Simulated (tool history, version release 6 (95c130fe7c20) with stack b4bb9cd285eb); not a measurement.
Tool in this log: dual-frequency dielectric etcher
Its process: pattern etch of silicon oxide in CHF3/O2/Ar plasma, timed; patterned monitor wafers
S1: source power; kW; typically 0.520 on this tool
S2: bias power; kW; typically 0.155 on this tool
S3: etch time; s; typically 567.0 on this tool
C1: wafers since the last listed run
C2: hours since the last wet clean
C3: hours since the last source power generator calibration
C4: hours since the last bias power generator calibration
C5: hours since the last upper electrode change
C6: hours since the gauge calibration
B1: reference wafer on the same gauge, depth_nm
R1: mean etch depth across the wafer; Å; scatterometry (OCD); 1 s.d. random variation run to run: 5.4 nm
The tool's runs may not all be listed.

| run | day | S1 | S2 | S3 | C1 | C2 | C3 | C4 | C5 | C6 | B1 | R1 |
|---|---|---|---|---|---|---|---|---|---|---|---|---|
| 1 | 0.000 | 0.570 | 0.155 | 567.0 | 0 | 484.4 | 2276.0 | 1098.5 | 2149.0 | 1928.9 | 989.5 | 10962 |
|  | 3.504 | wet clean of the chamber |
| 2 | 3.879 | 0.480 | 0.155 | 567.0 | 180 | 9.0 | 2369.1 | 1191.6 | 2242.1 | 2022.0 | 989.0 | 9739 |
| 3 | 8.112 | 0.490 | 0.155 | 567.0 | 264 | 110.6 | 2470.7 | 1293.2 | 2343.7 | 2123.6 | 989.9 | 9944 |
| 4 | 12.533 | 0.490 | 0.155 | 567.0 | 276 | 216.7 | 2576.8 | 1399.3 | 2449.8 | 2229.7 | 990.5 | 9914 |
| 5 | 14.992 | 0.520 | 0.155 | 567.0 | 153 | 275.7 | 2635.8 | 1458.3 | 2508.8 | 2288.7 | 989.6 | 10271 |
| 6 | 17.775 | 0.520 | 0.175 | 493.5 | 174 | 342.5 | 2702.6 | 1525.1 | 2575.6 | 2355.5 | 991.1 | 9332 |
| 7 | 19.908 | 0.520 | 0.175 | 493.5 | 133 | 393.7 | 2753.8 | 1576.3 | 2626.8 | 2406.7 | 989.6 | 9437 |
| 8 | 22.317 | 0.520 | 0.155 | 567.0 | 150 | 451.5 | 2811.6 | 1634.1 | 2684.6 | 2464.5 | 988.9 | 10452 |
| 9 | 25.900 | 0.520 | 0.155 | 567.0 | 224 | 537.5 | 2897.6 | 1720.1 | 2770.6 | 2550.5 | 990.4 | 10521 |
|  | 29.758 | wet clean of the chamber |
| 10 | 29.779 | 0.520 | 0.155 | 567.0 | 180 | 0.5 | 2990.7 | 1813.2 | 2863.7 | 2643.6 | 989.2 | 10202 |
|  | 34.408 | gauge calibrated |
| 11 | 36.896 | 0.520 | 0.155 | 567.0 | 445 | 171.3 | 3161.5 | 1984.0 | 3034.5 | 59.7 | 989.3 | 10139 |
| 12 | 42.600 | 0.520 | 0.155 | 567.0 | 356 | 308.2 | 3298.4 | 2120.9 | 3171.4 | 196.6 | 989.8 | 10459 |
| 13 | 45.533 | 0.640 | 0.155 | 412.5 | 183 | 378.6 | 3368.8 | 2191.3 | 3241.8 | 267.0 | 989.8 | 8326 |
| 14 | 48.771 | 0.520 | 0.155 | 567.0 | 202 | 456.3 | 3446.5 | 2269.0 | 3319.5 | 344.7 | 989.7 | 10532 |
|  | 51.071 | wet clean of the chamber |
| 15 | 51.092 | 0.390 | 0.125 | 471.0 | 82 | 0.5 | 3502.2 | 2324.7 | 3375.2 | 400.4 | 990.1 | 6919 |
| 16 | 52.088 | 0.520 | 0.155 | 567.0 | 62 | 24.4 | 3526.1 | 2348.6 | 3399.1 | 424.3 | 991.1 | 10176 |
| 17 | 53.817 | 0.610 | 0.155 | 709.0 | 108 | 65.9 | 3567.6 | 2390.1 | 3440.6 | 465.8 | 988.8 | 13565 |
|  | 55.992 | bias power generator calibrated |
| 18 | 57.875 | 0.520 | 0.155 | 567.0 | 243 | 163.3 | 3665.0 | 45.2 | 3538.0 | 563.2 | 990.4 | 10266 |
| 19 | 61.683 | 0.520 | 0.155 | 567.0 | 238 | 254.7 | 3756.4 | 136.6 | 3629.4 | 654.6 | 990.2 | 10318 |
|  | 62.625 | source power generator calibrated |
| 20 | 64.533 | 0.520 | 0.176 | 621.0 | 167 | 323.1 | 45.8 | 205.0 | 3697.8 | 723.0 | 990.2 | 11848 |
| 21 | 67.588 | 0.610 | 0.155 | 567.0 | 191 | 396.4 | 119.1 | 278.3 | 3771.1 | 796.3 | 988.7 | 11151 |
|  | 68.958 | upper electrode replaced, of another model than before |
| 22 | 69.458 | 0.590 | 0.155 | 649.0 | 54 | 441.3 | 164.0 | 323.2 | 12.0 | 841.2 | 989.6 | 12387 |
|  | 75.712 | wet clean of the chamber |
| 23 | 81.438 | 0.520 | 0.155 | 401.5 | 686 | 137.4 | 451.5 | 610.7 | 299.5 | 1128.7 | 989.3 | 7208 |
| 24 | 85.850 | 0.520 | 0.155 | 567.0 | 275 | 243.3 | 557.4 | 716.6 | 405.4 | 1234.6 | 989.0 | 10237 |
| 25 | 89.329 | 0.630 | 0.130 | 421.0 | 217 | 326.8 | 640.9 | 800.1 | 488.9 | 1318.1 | 990.0 | 7764 |
| 26 | 95.683 | 0.520 | 0.155 | 567.0 | 397 | 479.3 | 793.4 | 952.6 | 641.4 | 1470.6 | 989.6 | 10520 |
|  | 96.812 | wet clean of the chamber |
| 27 | 99.733 | 0.620 | 0.173 | 616.0 | 190 | 70.1 | 890.6 | 1049.8 | 738.6 | 1567.8 | 989.3 | 11869 |
| 28 | 101.771 | 0.520 | 0.131 | 431.0 | 127 | 119.0 | 939.5 | 1098.7 | 787.5 | 1616.7 | 991.5 | 7520 |

Each row is a separate what-if for the run after 28, all from the same tool condition, not one after another. Results?
| A | 101.796 | 0.520 | 0.131 | 567.0 | 1 | 119.6 | 940.1 | 1099.3 | 788.1 | 1617.3 | ? | ? |
| B | 101.796 | 0.440 | 0.171 | 513.5 | 1 | 119.6 | 940.1 | 1099.3 | 788.1 | 1617.3 | ? | ? |
| C | 101.796 | 0.460 | 0.180 | 567.0 | 1 | 119.6 | 940.1 | 1099.3 | 788.1 | 1617.3 | ? | ? |
| D | 101.796 | 0.590 | 0.155 | 567.0 | 1 | 119.6 | 940.1 | 1099.3 | 788.1 | 1617.3 | ? | ? |
| E | 101.796 | 0.550 | 0.155 | 613.0 | 1 | 119.6 | 940.1 | 1099.3 | 788.1 | 1617.3 | ? | ? |

| run | B1 | R1 |
|---|---|---|
| A | 990.4 | 9960 |
| B | 990.4 | 9186 |
| C | 990.4 | 10384 |
| D | 990.4 | 10693 |
| E | 990.4 | 11344 |
With no hidden state in the tool, these same runs would have given:
| run | R1 |
|---|---|
| A | 9767 |
| B | 9008 |
| C | 10183 |
| D | 10486 |
| E | 11124 |
